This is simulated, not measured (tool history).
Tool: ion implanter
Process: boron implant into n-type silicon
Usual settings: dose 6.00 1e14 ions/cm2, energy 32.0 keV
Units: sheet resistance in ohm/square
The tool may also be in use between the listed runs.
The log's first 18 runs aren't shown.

run    hour  dose  energy  read-back reference wafer on the same gauge, sheet resistance  sheet resistance
 19   998.2  7.30    32.0                                                         148.00            132.59
 20  1047.7  4.70    32.0                                                         148.01            189.42
 21  1078.2  6.00    32.0                                                         147.96            156.45
 22  1131.2  6.78    32.0                                                         148.04            140.79
 23  1173.4  6.00    32.0                                                         148.05            155.47
     1184.8  -- gauge calibrated
 24  1218.3  6.00    32.0                                                         147.91            155.73
     1242.8  -- extraction supply calibrated
 25  1261.3  6.85    26.5                                                         148.17            141.33
 26  1320.4  6.00    32.0                                                         148.07            154.35
 27  1346.9  4.64    24.0                                                         147.90            196.68

Run 28 comes next. What will it give?
 28  1405.0  6.78    32.0                                                              ?                 ?

read-back reference wafer on the same gauge, sheet resistance: 148.04
sheet resistance: 139.70 ohm/square
Without the tool's hidden state the same run would have given sheet resistance 141.81 ohm/square.

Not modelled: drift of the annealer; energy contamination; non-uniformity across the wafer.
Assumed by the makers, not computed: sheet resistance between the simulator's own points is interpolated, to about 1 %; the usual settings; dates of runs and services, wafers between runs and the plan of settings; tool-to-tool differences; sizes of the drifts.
